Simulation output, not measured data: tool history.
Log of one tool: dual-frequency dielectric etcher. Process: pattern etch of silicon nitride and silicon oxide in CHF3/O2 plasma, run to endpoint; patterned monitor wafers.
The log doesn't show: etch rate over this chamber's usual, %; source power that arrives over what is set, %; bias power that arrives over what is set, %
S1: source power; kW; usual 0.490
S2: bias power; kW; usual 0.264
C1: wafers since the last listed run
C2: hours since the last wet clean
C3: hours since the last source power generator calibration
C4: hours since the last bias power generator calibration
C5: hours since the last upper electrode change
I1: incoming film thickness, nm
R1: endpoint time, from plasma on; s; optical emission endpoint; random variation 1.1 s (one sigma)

run    hour     S1     S2   C1     C2      C3      C4      C5     I1     R1
  1     0.0  0.490  0.264    0   88.4  3373.5  2692.3  4323.4  196.0  123.9
  2    12.8  0.490  0.264   57  101.2  3386.3  2705.1  4336.2  197.8  125.3
  3    35.9  0.490  0.264  102  124.3  3409.4  2728.2  4359.3  196.4  122.2
  4    54.6  0.490  0.264   83  143.0  3428.1  2746.9  4378.0  196.9  119.7
  5    72.9  0.510  0.264   81  161.3  3446.4  2765.2  4396.3  198.5  121.1
  6   102.0  0.510  0.264  129  190.4  3475.5  2794.3  4425.4  195.9  119.0
  7   190.2  0.490  0.264  392  278.6  3563.7  2882.5  4513.6  195.7  120.4
  8   225.3  0.490  0.264  156  313.7  3598.8  2917.6  4548.7  197.0  120.8
  9   250.4  0.490  0.264  111  338.8  3623.9  2942.7  4573.8  195.7  122.1
 10   262.4  0.490  0.245   53  350.8  3635.9  2954.7  4585.8  197.9  126.3
 11   310.2  0.490  0.245  212  398.6  3683.7  3002.5  4633.6  197.8  127.0
 12   335.5  0.490  0.245  112  423.9  3709.0  3027.8  4658.9  198.1  125.4
 13   353.1  0.430  0.219   78  441.5  3726.6  3045.4  4676.5  200.0  140.0
 14   388.2  0.460  0.330  156  476.6  3761.7  3080.5  4711.6  197.2  109.0
 15   402.5  0.570  0.300   63  490.9  3776.0  3094.8  4725.9  197.4  105.4
 16   423.4  0.410  0.264   93  511.8  3796.9  3115.7  4746.8  195.0  125.5
      449.5  -- wet clean of the chamber
 17   450.0  0.410  0.296   11    0.5  3823.5  3142.3  4773.4  196.4  122.9
 18   477.2  0.530  0.264  121   27.7  3850.7  3169.5  4800.6  197.4  122.8
 19   489.5  0.490  0.264   54   40.0  3863.0  3181.8  4812.9  195.8  121.1
 20   522.2  0.490  0.264  145   72.7  3895.7  3214.5  4845.6  198.4  125.1
 21   534.3  0.450  0.222   53   84.8  3907.8  3226.6  4857.7  198.8  142.0
      555.4  -- source power generator calibrated
 22   609.4  0.410  0.306  316  159.9    54.0  3301.7  4932.8  196.6  118.9
 23   635.7  0.380  0.330  117  186.2    80.3  3328.0  4959.1  197.0  116.0
 24   662.6  0.370  0.233  119  213.1   107.2  3354.9  4986.0  197.2  142.1
      673.9  -- bias power generator calibrated
 25   690.4  0.420  0.264  106  240.9   135.0    16.5  5013.8  197.0  128.8
 26   706.1  0.490  0.264   69  256.6   150.7    32.2  5029.5  197.0  122.7
      744.7  -- upper electrode replaced
 27   745.2  0.610  0.264   67  295.7   189.8    71.3     0.5  197.3  112.6
 28   821.8  0.600  0.198  341  372.3   266.4   147.9    77.1  197.2  132.7
 29   846.0  0.460  0.318  107  396.5   290.6   172.1   101.3  198.2  112.6
 30   872.0  0.440  0.264  115  422.5   316.6   198.1   127.3  197.0  124.0
 31   907.0  0.600  0.235  155  457.5   351.6   233.1   162.3  197.8  120.8
 32   924.3  0.520  0.288   77  474.8   368.9   250.4   179.6  198.1  113.6
 33   944.5  0.550  0.201   89  495.0   389.1   270.6   199.8  197.6  136.1
      980.6  -- wet clean of the chamber
 34  1022.5  0.580  0.208  240   41.9   467.1   348.6   277.8  195.9  133.1
 35  1051.4  0.490  0.264  128   70.8   496.0   377.5   306.7  197.1  123.8
 36  1078.0  0.390  0.315  118   97.4   522.6   404.1   333.3  197.3  123.0

Hidden state at the last listed run before each entry between runs and at the first one after, where it differs:
Between runs 16 and 17: wet clean of the chamber (hour 449.5)
  etch rate over this chamber's usual, %: 4.18 -> -0.0943
  measured less the result without the state, R1: -5.3 -> +0.1 s
Between runs 21 and 22: source power generator calibrated (hour 555.4)
  etch rate over this chamber's usual, %: 0.505 -> 1.04
  measured less the result without the state, R1: -0.8 -> -1.2 s
Between runs 24 and 25: bias power generator calibrated (hour 673.9)
  etch rate over this chamber's usual, %: 1.42 -> 1.62
  measured less the result without the state, R1: -2.0 -> -2.0 s
Between runs 26 and 27: upper electrode replaced (hour 744.7)
  etch rate over this chamber's usual, %: 1.73 -> 2.01
  measured less the result without the state, R1: -2.2 -> -2.2 s
Between runs 33 and 34: wet clean of the chamber (hour 980.6)
  etch rate over this chamber's usual, %: 3.42 -> 0.118
  measured less the result without the state, R1: -4.7 -> -0.2 s

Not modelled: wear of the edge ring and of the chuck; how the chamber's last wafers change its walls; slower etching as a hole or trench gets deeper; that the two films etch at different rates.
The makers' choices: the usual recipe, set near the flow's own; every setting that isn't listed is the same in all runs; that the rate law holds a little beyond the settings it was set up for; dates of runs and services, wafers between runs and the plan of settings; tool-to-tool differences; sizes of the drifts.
